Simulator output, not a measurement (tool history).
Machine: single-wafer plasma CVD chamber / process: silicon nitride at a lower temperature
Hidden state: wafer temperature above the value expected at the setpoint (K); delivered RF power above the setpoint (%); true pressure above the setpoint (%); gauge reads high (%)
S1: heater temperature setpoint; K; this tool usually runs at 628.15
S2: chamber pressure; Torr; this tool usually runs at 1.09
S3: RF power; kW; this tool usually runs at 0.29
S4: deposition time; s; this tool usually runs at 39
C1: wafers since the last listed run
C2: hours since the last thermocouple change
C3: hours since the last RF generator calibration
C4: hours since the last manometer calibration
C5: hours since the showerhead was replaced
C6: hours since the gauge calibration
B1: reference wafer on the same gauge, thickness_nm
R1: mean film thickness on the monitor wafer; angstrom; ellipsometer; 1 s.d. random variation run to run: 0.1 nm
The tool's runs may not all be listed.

| run | hour | S1 | S2 | S3 | S4 | C1 | C2 | C3 | C4 | C5 | C6 | B1 | R1 |
|---|---|---|---|---|---|---|---|---|---|---|---|---|---|
| 1 | 0 | 621.15 | 1.09 | 0.29 | 39 | 0 | 281.6 | 863.7 | 2539.5 | 2656.2 | 2330.2 | 39.702 | 387.7 |
| 2 | 60.1 | 621.15 | 1.09 | 0.29 | 39 | 1318 | 341.7 | 923.8 | 2599.6 | 2716.3 | 2390.3 | 39.695 | 385.09 |
|  | 94.9 | RF generator calibrated |
| 3 | 99.2 | 621.15 | 1.09 | 0.29 | 39 | 682 | 380.8 | 4.3 | 2638.7 | 2755.4 | 2429.4 | 39.715 | 388.38 |
| 4 | 130 | 628.15 | 1.09 | 0.29 | 42.9 | 675 | 411.6 | 35.1 | 2669.5 | 2786.2 | 2460.2 | 39.712 | 425.45 |
|  | 176.7 | gauge calibrated |
|  | 198.2 | capacitance manometer re-zeroed and calibrated |
| 5 | 198.7 | 628.15 | 1.09 | 0.29 | 39 | 1331 | 480.3 | 103.8 | 0.5 | 2854.9 | 22 | 39.705 | 384.59 |
| 6 | 265 | 621.15 | 1.09 | 0.29 | 39 | 1454 | 546.6 | 170.1 | 66.8 | 2921.2 | 88.3 | 39.704 | 388.85 |
| 7 | 298.2 | 633.15 | 1.24 | 0.29 | 31.9 | 728 | 579.8 | 203.3 | 100 | 2954.4 | 121.5 | 39.675 | 336.4 |
| 8 | 368.7 | 618.15 | 1.3 | 0.29 | 34.6 | 1546 | 650.3 | 273.8 | 170.5 | 3024.9 | 192 | 39.709 | 372.5 |
| 9 | 400.1 | 628.15 | 1.09 | 0.245 | 39 | 688 | 681.7 | 305.2 | 201.9 | 3056.3 | 223.4 | 39.726 | 337.09 |
| 10 | 435.8 | 641.15 | 0.85 | 0.29 | 39 | 783 | 717.4 | 340.9 | 237.6 | 3092 | 259.1 | 39.721 | 329.02 |
| 11 | 505.5 | 628.15 | 1.09 | 0.29 | 39 | 1529 | 787.1 | 410.6 | 307.3 | 3161.7 | 328.8 | 39.67 | 386.67 |
| 12 | 551.5 | 628.15 | 0.9 | 0.25 | 43.3 | 1009 | 833.1 | 456.6 | 353.3 | 3207.7 | 374.8 | 39.716 | 343.79 |
| 13 | 593.5 | 628.15 | 1.27 | 0.29 | 39 | 921 | 875.1 | 498.6 | 395.3 | 3249.7 | 416.8 | 39.701 | 414.6 |
| 14 | 626.1 | 628.15 | 1.09 | 0.335 | 39 | 715 | 907.7 | 531.2 | 427.9 | 3282.3 | 449.4 | 39.719 | 428.5 |
| 15 | 679.3 | 628.15 | 0.84 | 0.24 | 39 | 1167 | 960.9 | 584.4 | 481.1 | 3335.5 | 502.6 | 39.671 | 285.12 |
| 16 | 707.4 | 618.15 | 1.09 | 0.29 | 39 | 616 | 989 | 612.5 | 509.2 | 3363.6 | 530.7 | 39.748 | 387.81 |
| 17 | 770.4 | 628.15 | 1.09 | 0.29 | 39 | 1382 | 1052 | 675.5 | 572.2 | 3426.6 | 593.7 | 39.681 | 385.68 |
| 18 | 797.1 | 618.15 | 1.09 | 0.29 | 39 | 585 | 1078.7 | 702.2 | 598.9 | 3453.3 | 620.4 | 39.694 | 388.12 |
|  | 868.5 | thermocouple changed; heater temperature recalibrated |
| 19 | 869 | 628.15 | 1.01 | 0.34 | 39 | 1401 | 0.5 | 774.1 | 670.8 | 3525.2 | 692.3 | 39.705 | 419.28 |
| 20 | 891.4 | 628.15 | 1.09 | 0.26 | 39 | 491 | 22.9 | 796.5 | 693.2 | 3547.6 | 714.7 | 39.652 | 356.01 |
|  | 932.6 | showerhead replaced |
| 21 | 960.8 | 628.15 | 1.09 | 0.305 | 39 | 1346 | 92.3 | 865.9 | 762.6 | 28.2 | 784.1 | 39.721 | 399.71 |
| 22 | 1006.7 | 628.15 | 1.09 | 0.29 | 39 | 1006 | 138.2 | 911.8 | 808.5 | 74.1 | 830 | 39.646 | 385.08 |
| 23 | 1074.2 | 628.15 | 1.09 | 0.29 | 39 | 1480 | 205.7 | 979.3 | 876 | 141.6 | 897.5 | 39.726 | 386.9 |
| 24 | 1130.7 | 628.15 | 1.09 | 0.24 | 39 | 1239 | 262.2 | 1035.8 | 932.5 | 198.1 | 954 | 39.674 | 334.72 |
| 25 | 1185.2 | 628.15 | 1.09 | 0.29 | 39 | 1195 | 316.7 | 1090.3 | 987 | 252.6 | 1008.5 | 39.647 | 384.74 |
|  | 1204.7 | RF generator calibrated |
| 26 | 1397 | 640.15 | 1.24 | 0.29 | 36.9 | 4470 | 528.5 | 192.3 | 1198.8 | 464.4 | 1220.3 | 39.733 | 386.53 |
| 27 | 1427.6 | 641.15 | 1.27 | 0.32 | 34.4 | 671 | 559.1 | 222.9 | 1229.4 | 495 | 1250.9 | 39.678 | 391.5 |
| 28 | 1479.5 | 628.15 | 1.09 | 0.32 | 39 | 1138 | 611 | 274.8 | 1281.3 | 546.9 | 1302.8 | 39.73 | 416.32 |
| 29 | 1528 | 633.15 | 1.18 | 0.29 | 33.3 | 1063 | 659.5 | 323.3 | 1329.8 | 595.4 | 1351.3 | 39.627 | 340.4 |

Forecast each of these 3 alternatives for the next run:
| A | 1528.4 | 643.15 | 1.09 | 0.29 | 39 | 8 | 659.9 | 323.7 | 1330.2 | 595.8 | 1351.7 | ? | ? |
| B | 1528.4 | 628.15 | 1.09 | 0.29 | 34.8 | 8 | 659.9 | 323.7 | 1330.2 | 595.8 | 1351.7 | ? | ? |
| C | 1528.4 | 637.15 | 1.09 | 0.29 | 34 | 8 | 659.9 | 323.7 | 1330.2 | 595.8 | 1351.7 | ? | ? |

| run | B1 | R1 |
|---|---|---|
| A | 39.717 | 382.94 |
| B | 39.717 | 344.08 |
| C | 39.717 | 334.85 |
Stripped of hidden state, with their random variation kept, the same runs would have yielded:
| run | R1 |
|---|---|
| A | 382.94 |
| B | 344.08 |
| C | 334.85 |
